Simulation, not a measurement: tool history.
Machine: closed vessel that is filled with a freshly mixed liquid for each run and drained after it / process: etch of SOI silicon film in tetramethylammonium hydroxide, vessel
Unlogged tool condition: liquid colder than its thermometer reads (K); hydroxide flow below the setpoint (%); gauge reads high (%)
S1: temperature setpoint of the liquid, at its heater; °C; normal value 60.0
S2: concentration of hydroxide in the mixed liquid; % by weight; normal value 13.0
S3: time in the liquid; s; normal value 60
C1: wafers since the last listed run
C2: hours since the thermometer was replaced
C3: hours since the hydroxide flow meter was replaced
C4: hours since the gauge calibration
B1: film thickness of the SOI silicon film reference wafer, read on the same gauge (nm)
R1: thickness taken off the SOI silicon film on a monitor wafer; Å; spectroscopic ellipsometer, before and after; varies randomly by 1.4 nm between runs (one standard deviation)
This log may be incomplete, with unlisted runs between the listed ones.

run,hour,S1,S2,S3,C1,C2,C3,C4,B1,R1
1,0.0,60.0,13.0,60,0,1275.4,144.7,145.7,90.04,2395.0
2,27.1,60.0,13.0,60,2332,1302.5,171.8,172.8,90.00,2358.4
3,57.3,60.0,13.0,60,2599,1332.7,202.0,203.0,90.01,2383.6
4,79.1,60.0,13.0,60,1876,1354.5,223.8,224.8,90.07,2400.0
5,100.0,60.0,13.0,60,1799,1375.4,244.7,245.7,89.97,2380.8
6,112.9,60.0,13.0,60,1110,1388.3,257.6,258.6,90.01,2412.1
7,131.1,55.0,13.0,60,1566,1406.5,275.8,276.8,90.01,1758.2
8,164.6,55.0,13.0,60,2883,1440.0,309.3,310.3,90.02,1749.6
9,192.4,55.0,13.0,60,2392,1467.8,337.1,338.1,89.98,1757.2
10,209.5,60.0,13.0,60,1471,1484.9,354.2,355.2,90.01,2429.3
11,236.3,60.0,13.0,60,2306,1511.7,381.0,382.0,90.04,2437.4
12,258.2,60.0,13.0,60,1885,1533.6,402.9,403.9,90.05,2419.9
13,271.6,60.0,13.0,60,1153,1547.0,416.3,417.3,89.95,2465.3
14,297.5,60.0,13.0,60,2229,1572.9,442.2,443.2,89.98,2450.4
15,319.9,60.0,13.0,60,1928,1595.3,464.6,465.6,90.01,2443.8
16,410.4,52.5,14.5,30,7790,1685.8,555.1,556.1,89.99,728.1
# hour 418.0: hydroxide flow meter replaced
17,425.7,55.5,16.0,35,1230,1701.1,7.7,571.4,89.99,937.9
# hour 445.4: gauge calibrated
18,508.7,60.0,13.0,60,7144,1784.1,90.7,63.3,89.98,2370.8
19,529.2,60.0,13.0,60,1764,1804.6,111.2,83.8,89.96,2371.2
20,549.8,54.5,11.5,70,1773,1825.2,131.8,104.4,89.98,2053.0
21,583.7,63.5,13.0,30,2918,1859.1,165.7,138.3,89.98,1486.1
22,618.7,60.0,13.0,80,3012,1894.1,200.7,173.3,89.97,3215.4

For run 23, what comes out?
# hour 621.7: thermometer replaced
23,642.6,60.0,13.0,60,1971,20.9,224.6,197.2,?,?

{"run 23": {"B1": 90.01, "R1": 2420.5}}
Minus the tool's unlogged condition, the same run would have read R1 2350.4 Å.
